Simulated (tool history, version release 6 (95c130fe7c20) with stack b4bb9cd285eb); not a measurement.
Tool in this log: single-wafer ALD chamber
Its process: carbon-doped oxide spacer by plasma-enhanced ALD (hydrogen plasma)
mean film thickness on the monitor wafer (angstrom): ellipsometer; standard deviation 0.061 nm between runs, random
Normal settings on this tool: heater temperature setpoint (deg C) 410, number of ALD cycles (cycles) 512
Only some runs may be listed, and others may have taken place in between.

| run | hour | heater temperature setpoint (deg C) | number of ALD cycles (cycles) | read-back reference wafer on the same gauge, thickness_nm | mean film thickness on the monitor wafer (angstrom) |
|---|---|---|---|---|---|
| 1 | 0 | 410 | 512 | 23.278 | 242.26 |
| 2 | 10.6 | 410 | 512 | 23.293 | 243.05 |
| 3 | 21.1 | 410 | 512 | 23.305 | 243.54 |
| 4 | 29.5 | 410 | 512 | 23.294 | 242.33 |
| 5 | 40.6 | 410 | 512 | 23.301 | 243.33 |
| 6 | 56.5 | 410 | 512 | 23.31 | 242.86 |
| 7 | 63.7 | 421 | 456 | 23.318 | 208.1 |
| 8 | 70.4 | 421 | 456 | 23.298 | 208.89 |
| 9 | 77.5 | 410 | 477 | 23.32 | 224.48 |
| 10 | 91.2 | 410 | 477 | 23.345 | 226.02 |
| 11 | 99.5 | 410 | 512 | 23.337 | 242.03 |
| 12 | 108.7 | 410 | 512 | 23.376 | 243.03 |
| 13 | 119.7 | 410 | 512 | 23.355 | 242.68 |
| 14 | 128.8 | 421 | 473 | 23.365 | 217.26 |
| 15 | 146.3 | 421 | 473 | 23.371 | 217.87 |
| 16 | 156.7 | 410 | 512 | 23.405 | 242.99 |
| 17 | 169.4 | 410 | 512 | 23.413 | 242.76 |
| 18 | 181.5 | 410 | 512 | 23.412 | 242.54 |
| 19 | 197.1 | 410 | 512 | 23.414 | 243.61 |
| 20 | 209.2 | 410 | 512 | 23.434 | 243.19 |
| 21 | 221.7 | 410 | 512 | 23.436 | 242.59 |
| 22 | 238.1 | 410 | 512 | 23.457 | 243.65 |
| 23 | 244.7 | 410 | 512 | 23.483 | 244.28 |
| 24 | 253.5 | 410 | 571 | 23.49 | 273.21 |
| 25 | 264.4 | 410 | 512 | 23.495 | 243.68 |
| 26 | 275.1 | 410 | 486 | 23.529 | 231.49 |
| 27 | 293.1 | 398 | 436 | 23.561 | 213.88 |
| 28 | 308.1 | 405 | 613 | 23.541 | 295.87 |
|  | 320.1 | thermocouple changed; heater temperature recalibrated |
| 29 | 324.6 | 402 | 613 | 23.581 | 300.39 |
| 30 | 341.3 | 410 | 512 | 23.59 | 245.46 |
| 31 | 357.9 | 419 | 459 | 23.616 | 214.02 |
| 32 | 365.4 | 410 | 512 | 23.637 | 246.52 |
| 33 | 376.3 | 420 | 580 | 23.639 | 271.25 |
| 34 | 393.3 | 410 | 477 | 23.651 | 227.95 |
|  | 405.8 | gauge calibrated |
| 35 | 437.7 | 410 | 512 | 23.312 | 241.17 |
| 36 | 451.6 | 410 | 425 | 23.302 | 201.08 |
| 37 | 467.2 | 410 | 512 | 23.309 | 242.08 |
| 38 | 475.9 | 423 | 568 | 23.32 | 259.21 |
| 39 | 482.6 | 410 | 512 | 23.315 | 241.63 |
| 40 | 500.1 | 414 | 544 | 23.311 | 254.23 |
| 41 | 516.4 | 402 | 411 | 23.329 | 199.08 |
| 42 | 532.7 | 419 | 450 | 23.312 | 207.89 |
| 43 | 546.1 | 405 | 429 | 23.333 | 205.6 |
| 44 | 561.1 | 418 | 512 | 23.35 | 237.1 |

Selected run-to-run steps in mean film thickness on the monitor wafer (angstrom), each split into two signed amounts: the part the tool would show with no hidden state at all (from settings, incoming material and random variation), and the remainder, which goes to the hidden state together with any gauge scatter not common to the measured and the hidden-state-free results:
Hidden conditions of the tool in this case: wafer temperature above the value expected at the setpoint (K); gauge reads high (%).
Run 27 -> 28: heater temperature setpoint (deg C) 398 -> 405, number of ALD cycles (cycles) 436 -> 613. mean film thickness on the monitor wafer (angstrom) +81.99: hidden state +1.05, all else +80.94.
Run 29 -> 30: heater temperature setpoint (deg C) 402 -> 410, number of ALD cycles (cycles) 613 -> 512. mean film thickness on the monitor wafer (angstrom) -54.93: hidden state -0.41, all else -54.52.
Run 31 -> 32: heater temperature setpoint (deg C) 419 -> 410, number of ALD cycles (cycles) 459 -> 512. mean film thickness on the monitor wafer (angstrom) +32.5: hidden state +0.54, all else +31.96.
Run 34 -> 35: number of ALD cycles (cycles) 477 -> 512, gauge calibrated. mean film thickness on the monitor wafer (angstrom) +13.22: hidden state -3.49, all else +16.71.
Run 40 -> 41: heater temperature setpoint (deg C) 414 -> 402, number of ALD cycles (cycles) 544 -> 411. mean film thickness on the monitor wafer (angstrom) -55.15: hidden state -0.01, all else -55.14.

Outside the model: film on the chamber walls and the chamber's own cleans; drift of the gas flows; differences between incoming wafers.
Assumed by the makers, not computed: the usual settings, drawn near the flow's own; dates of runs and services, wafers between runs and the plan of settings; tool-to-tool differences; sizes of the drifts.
